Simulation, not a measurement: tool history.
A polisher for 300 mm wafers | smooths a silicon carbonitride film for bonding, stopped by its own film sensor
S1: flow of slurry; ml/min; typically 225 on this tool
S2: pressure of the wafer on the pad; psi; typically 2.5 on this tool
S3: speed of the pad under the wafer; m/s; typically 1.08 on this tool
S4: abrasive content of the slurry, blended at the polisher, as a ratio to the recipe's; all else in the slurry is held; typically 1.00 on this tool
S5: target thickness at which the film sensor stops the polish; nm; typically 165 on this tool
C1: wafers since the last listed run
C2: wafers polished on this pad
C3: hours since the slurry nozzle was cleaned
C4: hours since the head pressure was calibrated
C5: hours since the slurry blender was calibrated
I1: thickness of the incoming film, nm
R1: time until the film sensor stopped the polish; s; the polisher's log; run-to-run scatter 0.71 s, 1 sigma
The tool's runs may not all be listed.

| run | hour | S1 | S2 | S3 | S4 | S5 | C1 | C2 | C3 | C4 | C5 | I1 | R1 |
|---|---|---|---|---|---|---|---|---|---|---|---|---|---|
| 1 | 0.0 | 225 | 2.5 | 1.08 | 1.00 | 165 | 0 | 3279 | 216.0 | 590.0 | 680.6 | 187.6 | 57.9 |
| 2 | 53.8 | 225 | 2.5 | 1.08 | 1.00 | 165 | 388 | 3668 | 269.8 | 643.8 | 734.4 | 191.7 | 68.1 |
|  | 64.3 | head pressure recalibrated |
| 3 | 89.9 | 225 | 2.5 | 1.08 | 1.00 | 165 | 246 | 3915 | 305.9 | 25.6 | 770.5 | 188.7 | 67.5 |
|  | 133.0 | slurry blender recalibrated |
| 4 | 145.7 | 225 | 2.5 | 1.00 | 1.00 | 165 | 388 | 4303 | 361.7 | 81.4 | 12.7 | 193.5 | 85.5 |
| 5 | 181.7 | 225 | 2.5 | 1.08 | 1.00 | 167 | 260 | 4564 | 397.7 | 117.4 | 48.7 | 192.4 | 71.6 |
| 6 | 217.9 | 225 | 2.5 | 1.08 | 1.00 | 167 | 261 | 4825 | 433.9 | 153.6 | 84.9 | 192.9 | 73.8 |
| 7 | 320.8 | 225 | 2.5 | 1.08 | 1.00 | 167 | 743 | 5569 | 536.8 | 256.5 | 187.8 | 186.0 | 54.4 |
|  | 357.5 | worn pad replaced by a new one |
| 8 | 396.8 | 225 | 2.0 | 1.28 | 1.00 | 165 | 520 | 283 | 612.8 | 332.5 | 263.8 | 188.6 | 75.3 |
|  | 419.3 | slurry nozzle cleaned |
| 9 | 471.3 | 225 | 2.5 | 1.08 | 1.00 | 165 | 531 | 815 | 52.0 | 407.0 | 338.3 | 188.9 | 63.5 |
| 10 | 573.9 | 225 | 2.5 | 1.08 | 1.00 | 165 | 741 | 1556 | 154.6 | 509.6 | 440.9 | 193.5 | 75.5 |
| 11 | 675.7 | 225 | 2.5 | 1.08 | 0.85 | 165 | 735 | 2292 | 256.4 | 611.4 | 542.7 | 187.1 | 62.3 |
|  | 711.0 | head pressure recalibrated |
|  | 769.7 | slurry blender recalibrated |
| 12 | 773.6 | 300 | 2.5 | 1.08 | 1.00 | 165 | 678 | 2971 | 354.3 | 62.6 | 3.9 | 190.6 | 70.4 |
| 13 | 822.5 | 265 | 2.5 | 1.08 | 1.00 | 165 | 353 | 3325 | 403.2 | 111.5 | 52.8 | 189.6 | 68.3 |
| 14 | 917.9 | 185 | 2.5 | 1.30 | 0.85 | 165 | 689 | 4014 | 498.6 | 206.9 | 148.2 | 189.4 | 66.4 |
| 15 | 989.7 | 225 | 2.5 | 1.08 | 1.00 | 165 | 519 | 4533 | 570.4 | 278.7 | 220.0 | 191.5 | 75.5 |
|  | 1039.6 | worn pad replaced by a new one |
|  | 1214.0 | slurry nozzle cleaned |
| 16 | 1245.6 | 225 | 2.5 | 1.08 | 1.00 | 165 | 1813 | 1482 | 31.6 | 534.6 | 475.9 | 189.9 | 65.3 |
| 17 | 1283.1 | 225 | 2.5 | 1.08 | 1.00 | 165 | 271 | 1753 | 69.1 | 572.1 | 513.4 | 190.8 | 67.7 |
| 18 | 1332.0 | 170 | 3.0 | 0.78 | 1.00 | 165 | 353 | 2106 | 118.0 | 621.0 | 562.3 | 188.1 | 63.4 |
|  | 1496.4 | slurry blender recalibrated |
| 19 | 1538.6 | 255 | 2.5 | 1.08 | 1.20 | 165 | 1479 | 3585 | 324.6 | 827.6 | 42.2 | 191.4 | 59.7 |
|  | 1553.3 | head pressure recalibrated |
| 20 | 1630.0 | 225 | 2.5 | 1.08 | 1.00 | 165 | 646 | 4232 | 416.0 | 76.7 | 133.6 | 188.7 | 68.2 |
| 21 | 1786.1 | 225 | 2.5 | 1.08 | 1.00 | 165 | 1128 | 5360 | 572.1 | 232.8 | 289.7 | 187.5 | 64.1 |
|  | 1796.3 | worn pad replaced by a new one |
| 22 | 1889.1 | 225 | 2.5 | 1.08 | 1.15 | 165 | 715 | 670 | 675.1 | 335.8 | 392.7 | 191.1 | 69.3 |
| 23 | 1944.4 | 225 | 2.5 | 1.08 | 1.00 | 165 | 399 | 1070 | 730.4 | 391.1 | 448.0 | 189.7 | 70.2 |
| 24 | 2028.1 | 180 | 2.0 | 0.92 | 1.00 | 162 | 605 | 1675 | 814.1 | 474.8 | 531.7 | 189.3 | 115.7 |
|  | 2051.0 | slurry nozzle cleaned |
| 25 | 2074.4 | 225 | 2.0 | 0.78 | 1.00 | 161 | 327 | 2002 | 23.4 | 521.1 | 578.0 | 193.5 | 129.8 |
| 26 | 2180.0 | 225 | 2.5 | 1.08 | 1.00 | 165 | 763 | 2766 | 129.0 | 626.7 | 683.6 | 188.7 | 60.3 |
| 27 | 2258.2 | 275 | 2.8 | 1.08 | 0.75 | 165 | 565 | 3331 | 207.2 | 704.9 | 761.8 | 192.4 | 69.9 |
|  | 2294.6 | head pressure recalibrated |
|  | 2296.4 | slurry blender recalibrated |
| 28 | 2360.4 | 225 | 2.5 | 1.08 | 1.00 | 159 | 711 | 4042 | 309.4 | 65.8 | 64.0 | 188.4 | 82.6 |
| 29 | 2422.8 | 225 | 3.2 | 0.96 | 1.10 | 168 | 451 | 4493 | 371.8 | 128.2 | 126.4 | 188.9 | 48.2 |
|  | 2464.6 | worn pad replaced by a new one |
| 30 | 2484.0 | 225 | 2.9 | 1.08 | 1.00 | 173 | 413 | 139 | 433.0 | 189.4 | 187.6 | 191.8 | 44.8 |

List, for all runs, the conditions of the tool that the log does not record:
removal rate lost through wear of the pad, %: 0 at every run
abrasive missing from the slurry, %: 0 at every run
H1: slurry flow missing at the pad, %
H2: deviation of the head's pressure from its setpoint, %
| run | H1 | H2 |
|---|---|---|
| 1 | 8.38 | 8.51 |
| 2 | 10.2 | 9.98 |
| 3 | 11.7 | 0.211 |
| 4 | 14.4 | 0.343 |
| 5 | 16.3 | 0.502 |
| 6 | 18.4 | 0.72 |
| 7 | 25.5 | 1.66 |
| 8 | 31.8 | 2.65 |
| 9 | 3.61 | 3.87 |
| 10 | 5.12 | 5.96 |
| 11 | 8.09 | 8.49 |
| 12 | 12.3 | -0.125 |
| 13 | 15 | 0.0636 |
| 14 | 21.1 | 0.738 |
| 15 | 26.5 | 1.51 |
| 16 | 2.14 | 6.13 |
| 17 | 2.4 | 7.05 |
| 18 | 3.05 | 8.34 |
| 19 | 9.55 | 15 |
| 20 | 14.4 | 0.823 |
| 21 | 25.3 | 1.9 |
| 22 | 34.5 | 3.19 |
| 23 | 40 | 4.09 |
| 24 | 49.2 | 5.69 |
| 25 | 2.75 | 6.72 |
| 26 | 3.89 | 9.41 |
| 27 | 5.76 | 11.7 |
| 28 | 9.51 | -0.0223 |
| 29 | 12.5 | 0.246 |
| 30 | 16 | 0.678 |

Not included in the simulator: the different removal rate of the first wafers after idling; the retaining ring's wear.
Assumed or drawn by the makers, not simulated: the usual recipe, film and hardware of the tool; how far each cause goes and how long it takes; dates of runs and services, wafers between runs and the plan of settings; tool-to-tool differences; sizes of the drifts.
